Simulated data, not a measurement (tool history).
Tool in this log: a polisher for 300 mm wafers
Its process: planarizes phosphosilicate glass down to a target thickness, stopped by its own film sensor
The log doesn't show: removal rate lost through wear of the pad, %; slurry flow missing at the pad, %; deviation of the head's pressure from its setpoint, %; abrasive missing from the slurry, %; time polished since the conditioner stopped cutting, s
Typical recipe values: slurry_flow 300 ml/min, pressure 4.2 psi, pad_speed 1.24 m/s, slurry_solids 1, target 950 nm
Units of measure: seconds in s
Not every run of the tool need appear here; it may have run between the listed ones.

run   hour  slurry_flow  pressure  pad_speed  slurry_solids  target  wafers since the last listed run  wafers polished on this pad  hours since the slurry nozzle was cleaned  hours since the head pressure was calibrated  hours since the slurry blender was calibrated  hours since the conditioning disc was replaced  incoming thickness of the incoming film, nm  seconds
  1      0          300       4.2       1.24              1     950                                 0                          163                                       35.4                                        1113.2                                           33.2                                           173.5                                       2026.7    114.9
  2   14.2          300       4.2       1.24              1     950                                76                          240                                       49.6                                        1127.4                                           47.4                                           187.7                                       2055.2    116.1
      33.5  -- worn pad replaced by a new one, repeated, since the last time left the tool worse
  3     34          300       4.2       1.24              1     950                                85                            2                                       69.4                                        1147.2                                           67.2                                           207.5                                       2000.2     92.3
  4   37.4          300       4.2       1.24              1     950                                18                           21                                       72.8                                        1150.6                                           70.6                                           210.9                                       2028.1     96.2
  5   45.6          300       4.2       1.24              1    1073                                44                           65                                         81                                        1158.8                                           78.8                                           219.1                                       2055.8     87.5
  6   52.7          300       3.8       1.48           0.75     950                                38                          103                                       88.1                                        1165.9                                           85.9                                           226.2                                       2050.7    109.7
  7   62.5          365       4.6       1.48           0.75     950                                53                          156                                       97.9                                        1175.7                                           95.7                                             236                                       2006.8     84.7
  8   76.2          230       4.2       1.24            1.2     950                                74                          231                                      111.6                                        1189.4                                          109.4                                           249.7                                       2007.5     91.9
      78.9  -- slurry blender recalibrated
  9   89.8          300       4.2       1.24           0.75     761                                62                          293                                      125.2                                          1203                                           10.9                                           263.3                                       2038.3    126.1
 10   98.3          300       4.7       0.96              1     950                                45                          339                                      133.7                                        1211.5                                           19.4                                           271.8                                       2054.2    103.8
 11  110.7          300       4.2        1.5            0.9     950                                67                          406                                      146.1                                        1223.9                                           31.8                                           284.2                                       2036.5     93.2
     119.6  -- head pressure recalibrated
 12  121.9          300       4.2       1.24              1     950                                49                          456                                      157.3                                           2.3                                             43                                           295.4                                       2038.8    102.3
 13  149.4          300       4.2       1.24              1     950                               148                          605                                      184.8                                          29.8                                           70.5                                           322.9                                       2069.9      105
     168.4  -- worn pad replaced by a new one
 14  168.9          245       4.2        1.4           0.75    1302                                83                            2                                      204.3                                          49.3                                             90                                           342.4                                       1984.7     62.6
 15  176.2          300       3.3       1.24            0.8     950                                39                           42                                      211.6                                          56.6                                           97.3                                           349.7                                       2002.7    126.3
     179.6  -- slurry blender recalibrated
 16  191.2          300       4.2       1.24              1     950                                70                          112                                      226.6                                          71.6                                           11.6                                           364.7                                       2024.9     96.5
     221.4  -- conditioning disc replaced and pad reconditioned
 17  225.6          300       5.2       1.46              1     950                               175                          287                                        261                                           106                                             46                                             4.2                                       2038.9     71.2
 18  242.4          350       4.2       1.24              1    1252                                90                          378                                      277.8                                         122.8                                           62.8                                              21                                         2048     73.4
 19  256.7          335       3.3       1.46            0.8     950                                77                          456                                      292.1                                         137.1                                           77.1                                            35.3                                       2028.4    122.2
 20  266.2          210         3       1.24           0.85     950                                51                          507                                      301.6                                         146.6                                           86.6                                            44.8                                         2060    155.1
     273.3  -- slurry blender recalibrated
 21  283.2          365       4.6       1.48           0.75     950                                81                          588                                      318.6                                         163.6                                            9.9                                            61.8                                       2043.4     91.6
       294  -- worn pad replaced by a new one
 22  300.1          300       4.2       1.24              1     950                                69                           33                                      335.5                                         180.5                                           26.8                                            78.7                                       2008.7     93.8
 23  306.3          300       4.2       1.24              1     950                                33                           66                                      341.7                                         186.7                                             33                                            84.9                                       2048.5     97.3
 24    319          300       4.2       1.24              1     950                                68                          135                                      354.4                                         199.4                                           45.7                                            97.6                                       2043.7     98.2
 25  331.5          300       5.7       1.24              1    1277                                67                          203                                      366.9                                         211.9                                           58.2                                           110.1                                       2020.2     50.4

Each row is a separate what-if for the run after 25, all from the same tool condition, not one after another. Results?
  A   332          300       4.2       1.24              1     950                                 2                          205                                      367.4                                         212.4                                           58.7                                           110.6                                       2068.6        ?
  B   332          210       4.2       1.24              1     611                                 2                          205                                      367.4                                         212.4                                           58.7                                           110.6                                       2068.6        ?
  C   332          300       3.3        1.6              1     680                                 2                          205                                      367.4                                         212.4                                           58.7                                           110.6                                       2068.6        ?
  D   332          300       4.2       0.86              1    1199                                 2                          205                                      367.4                                         212.4                                           58.7                                           110.6                                       2068.6        ?

run  seconds
  A     98.9
  B    131.5
  C    130.8
  D       98
Take away the tool's hidden state, keep each run's random variation, and the runs would have read:
run  seconds
  A       96
  B    127.6
  C      127
  D     95.1
